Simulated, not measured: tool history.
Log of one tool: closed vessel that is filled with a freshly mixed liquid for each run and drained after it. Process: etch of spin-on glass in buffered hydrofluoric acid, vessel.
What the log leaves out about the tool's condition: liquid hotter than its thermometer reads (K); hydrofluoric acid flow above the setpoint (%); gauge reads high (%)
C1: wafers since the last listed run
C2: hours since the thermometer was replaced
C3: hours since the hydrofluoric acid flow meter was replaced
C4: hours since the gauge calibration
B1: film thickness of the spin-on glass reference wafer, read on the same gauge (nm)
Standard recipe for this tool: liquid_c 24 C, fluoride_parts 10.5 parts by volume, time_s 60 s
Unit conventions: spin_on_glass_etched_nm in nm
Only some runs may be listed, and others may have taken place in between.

{"run": 1, "hour": 0.0, "liquid_c": 24, "fluoride_parts": 13.0, "time_s": 75, "C1": 0, "C2": 14.8, "C3": 257.7, "C4": 318.9, "B1": 150.03, "spin_on_glass_etched_nm": 189.18}
{"run": 2, "hour": 69.1, "liquid_c": 24, "fluoride_parts": 13.0, "time_s": 75, "C1": 8177, "C2": 83.9, "C3": 326.8, "C4": 388.0, "B1": 149.99, "spin_on_glass_etched_nm": 190.55}
{"run": 3, "hour": 129.2, "liquid_c": 24, "fluoride_parts": 10.5, "time_s": 60, "C1": 7112, "C2": 144.0, "C3": 386.9, "C4": 448.1, "B1": 149.99, "spin_on_glass_etched_nm": 189.66}
{"run": 4, "hour": 187.6, "liquid_c": 24, "fluoride_parts": 10.5, "time_s": 60, "C1": 6911, "C2": 202.4, "C3": 445.3, "C4": 506.5, "B1": 149.97, "spin_on_glass_etched_nm": 190.89}
{"run": 5, "hour": 225.9, "liquid_c": 24, "fluoride_parts": 10.5, "time_s": 60, "C1": 4532, "C2": 240.7, "C3": 483.6, "C4": 544.8, "B1": 150.01, "spin_on_glass_etched_nm": 192.73}
{"run": 6, "hour": 295.3, "liquid_c": 24, "fluoride_parts": 7.5, "time_s": 60, "C1": 8213, "C2": 310.1, "C3": 553.0, "C4": 614.2, "B1": 149.97, "spin_on_glass_etched_nm": 265.61}
{"hour": 296.8, "done": "hydrofluoric acid flow meter replaced"}
{"hour": 314.7, "done": "gauge calibrated"}
{"run": 7, "hour": 320.6, "liquid_c": 24, "fluoride_parts": 10.5, "time_s": 60, "C1": 2875, "C2": 335.4, "C3": 23.8, "C4": 5.9, "B1": 150.04, "spin_on_glass_etched_nm": 184.84}
{"run": 8, "hour": 349.9, "liquid_c": 24, "fluoride_parts": 10.5, "time_s": 60, "C1": 3467, "C2": 364.7, "C3": 53.1, "C4": 35.2, "B1": 150.01, "spin_on_glass_etched_nm": 186.2}
{"run": 9, "hour": 400.5, "liquid_c": 24, "fluoride_parts": 13.0, "time_s": 85, "C1": 5988, "C2": 415.3, "C3": 103.7, "C4": 85.8, "B1": 149.96, "spin_on_glass_etched_nm": 208.92}
{"run": 10, "hour": 438.1, "liquid_c": 24, "fluoride_parts": 10.5, "time_s": 60, "C1": 4449, "C2": 452.9, "C3": 141.3, "C4": 123.4, "B1": 150.03, "spin_on_glass_etched_nm": 186.44}
{"run": 11, "hour": 509.4, "liquid_c": 22, "fluoride_parts": 12.5, "time_s": 30, "C1": 8438, "C2": 524.2, "C3": 212.6, "C4": 194.7, "B1": 149.99, "spin_on_glass_etched_nm": 69.54}
{"run": 12, "hour": 552.2, "liquid_c": 20, "fluoride_parts": 9.5, "time_s": 75, "C1": 5065, "C2": 567.0, "C3": 255.4, "C4": 237.5, "B1": 150.0, "spin_on_glass_etched_nm": 205.81}
{"run": 13, "hour": 613.8, "liquid_c": 24, "fluoride_parts": 6.5, "time_s": 60, "C1": 7290, "C2": 628.6, "C3": 317.0, "C4": 299.1, "B1": 150.01, "spin_on_glass_etched_nm": 298.97}
{"run": 14, "hour": 684.4, "liquid_c": 24, "fluoride_parts": 7.0, "time_s": 30, "C1": 8355, "C2": 699.2, "C3": 387.6, "C4": 369.7, "B1": 149.98, "spin_on_glass_etched_nm": 137.85}
{"hour": 708.1, "done": "thermometer replaced"}
{"run": 15, "hour": 753.2, "liquid_c": 24, "fluoride_parts": 10.5, "time_s": 60, "C1": 8024, "C2": 45.1, "C3": 456.4, "C4": 438.5, "B1": 149.99, "spin_on_glass_etched_nm": 192.9}
{"hour": 803.8, "done": "hydrofluoric acid flow meter replaced"}
{"run": 16, "hour": 814.8, "liquid_c": 24, "fluoride_parts": 10.5, "time_s": 35, "C1": 7171, "C2": 106.7, "C3": 11.0, "C4": 500.1, "B1": 149.98, "spin_on_glass_etched_nm": 106.7}
{"run": 17, "hour": 876.9, "liquid_c": 24, "fluoride_parts": 13.5, "time_s": 60, "C1": 7349, "C2": 168.8, "C3": 73.1, "C4": 562.2, "B1": 149.97, "spin_on_glass_etched_nm": 143.53}
{"run": 18, "hour": 924.4, "liquid_c": 24, "fluoride_parts": 13.0, "time_s": 80, "C1": 5621, "C2": 216.3, "C3": 120.6, "C4": 609.7, "B1": 149.99, "spin_on_glass_etched_nm": 203.99}
{"run": 19, "hour": 984.9, "liquid_c": 24, "fluoride_parts": 13.0, "time_s": 80, "C1": 7160, "C2": 276.8, "C3": 181.1, "C4": 670.2, "B1": 149.96, "spin_on_glass_etched_nm": 203.76}

Here are 4 independent what-if runs from the current tool condition. What would each one return?
{"run": "A", "hour": 985.6, "liquid_c": 24, "fluoride_parts": 10.5, "time_s": 60, "C1": 82, "C2": 277.5, "C3": 181.8, "C4": 670.9, "B1": "?", "spin_on_glass_etched_nm": "?"}
{"run": "B", "hour": 985.6, "liquid_c": 24, "fluoride_parts": 10.5, "time_s": 75, "C1": 82, "C2": 277.5, "C3": 181.8, "C4": 670.9, "B1": "?", "spin_on_glass_etched_nm": "?"}
{"run": "C", "hour": 985.6, "liquid_c": 24, "fluoride_parts": 10.5, "time_s": 40, "C1": 82, "C2": 277.5, "C3": 181.8, "C4": 670.9, "B1": "?", "spin_on_glass_etched_nm": "?"}
{"run": "D", "hour": 985.6, "liquid_c": 22, "fluoride_parts": 9.5, "time_s": 60, "C1": 82, "C2": 277.5, "C3": 181.8, "C4": 670.9, "B1": "?", "spin_on_glass_etched_nm": "?"}

run=A B1=150.01 spin_on_glass_etched_nm=188.69
run=B B1=150.01 spin_on_glass_etched_nm=235.86
run=C B1=150.01 spin_on_glass_etched_nm=125.79
run=D B1=150.01 spin_on_glass_etched_nm=181.85
With no hidden state in the tool, these same runs would have given:
run=A spin_on_glass_etched_nm=185.01
run=B spin_on_glass_etched_nm=231.27
run=C spin_on_glass_etched_nm=123.34
run=D spin_on_glass_etched_nm=179.55

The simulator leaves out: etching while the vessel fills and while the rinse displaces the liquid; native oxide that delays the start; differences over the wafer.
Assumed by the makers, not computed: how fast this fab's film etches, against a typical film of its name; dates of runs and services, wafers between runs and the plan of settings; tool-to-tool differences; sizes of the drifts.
